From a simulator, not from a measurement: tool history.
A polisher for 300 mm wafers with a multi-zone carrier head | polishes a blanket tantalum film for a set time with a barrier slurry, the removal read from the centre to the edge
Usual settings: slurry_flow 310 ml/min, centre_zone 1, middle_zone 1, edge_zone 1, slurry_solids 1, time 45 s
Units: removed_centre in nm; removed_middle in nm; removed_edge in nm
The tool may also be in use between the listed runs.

run	hour	slurry_flow	centre_zone	middle_zone	edge_zone	slurry_solids	time	incoming thickness of the incoming film, nm	removed_centre	removed_middle	removed_edge
1	0	310	1	0.92	1	1	45	371.8	123	100.9	109.7
2	38.9	375	1	1	1	1	58	361.6	158.5	139.9	140.9
# hour 56.8: edge zone pressure recalibrated
# hour 77.8: centre zone pressure recalibrated
3	97.8	210	1	1	0.95	1	40	368.7	89.7	92	91
4	138.3	310	1	1	1	1	45	368.8	108.8	108.2	105.7
5	199.2	310	1	1	0.91	1	34	365	83.6	81.6	77.8
6	267.4	310	1	1	1	1	45	369.3	109.1	106.3	108.5
7	356.6	210	1	1	1.11	1	60	372.1	142.5	137.6	140
8	459.7	310	1	0.9	0.93	1	45	366	112.8	98.5	101.8
# hour 474.8: worn pad replaced by a new one
9	549.2	310	1	0.9	1	1	45	375.8	114.6	98.5	106
10	609.6	250	1.12	1	0.95	1.1	45	374.4	128.6	108.6	104.8
11	663.1	260	1	0.94	1	1	45	367.5	116.4	100.6	105.2
# hour 695.3: slurry nozzle cleaned
12	759.8	310	1	1	1	1	45	369.1	118.9	109.1	105.7
13	849.4	250	1	1	1	1	45	369.6	117.1	104.6	107.9
14	900	310	1	1	1	1.2	45	372.1	126.7	112.2	113.1
# hour 941.7: centre zone pressure recalibrated
# hour 996.9: worn pad replaced by a new one
15	1082.4	310	1	1	1.11	1	31	368.5	73.3	74.7	78.3
# hour 1133.3: carrier head's membrane replaced by a new one
16	1173.8	200	0.94	0.92	1	1	53	369	116	111.6	119.9
17	1271.5	310	0.89	1	1	1	45	373.6	101.5	107.8	106
18	1320.1	310	0.96	1	0.91	1	45	377.4	109.4	107.1	103.4
# hour 1413.4: edge zone pressure recalibrated
19	1421.4	250	1	1	1	1	45	371.6	112.3	104.5	108.4
20	1502.1	310	1.11	1	1	0.85	45	365.7	123.6	104.2	104.3

5 ways to go on from here, each from the tool as it stands after run 20. What would each give?
A	1502.5	310	1	1	1	1	45	370.1	?	?	?
B	1502.5	310	1	0.91	0.92	0.7	36	370.1	?	?	?
C	1502.5	225	1.1	1	0.94	0.9	45	370.1	?	?	?
D	1502.5	310	1	1	1	1	36	370.1	?	?	?
E	1502.5	310	1.09	1	1.04	1.2	45	370.1	?	?	?

run	removed_centre	removed_middle	removed_edge
A	115.3	109.5	107.8
B	84.4	74.1	76.3
C	118.4	102.6	99.3
D	92.2	87.6	86.3
E	130.9	113.9	114.3
Without the tool's hidden state the same runs would have given:
run	removed_centre	removed_middle	removed_edge
A	107.2	109.5	107.8
B	78.5	74.1	76.3
C	110.2	102.6	99.3
D	85.8	87.6	86.3
E	121.8	114	114.3
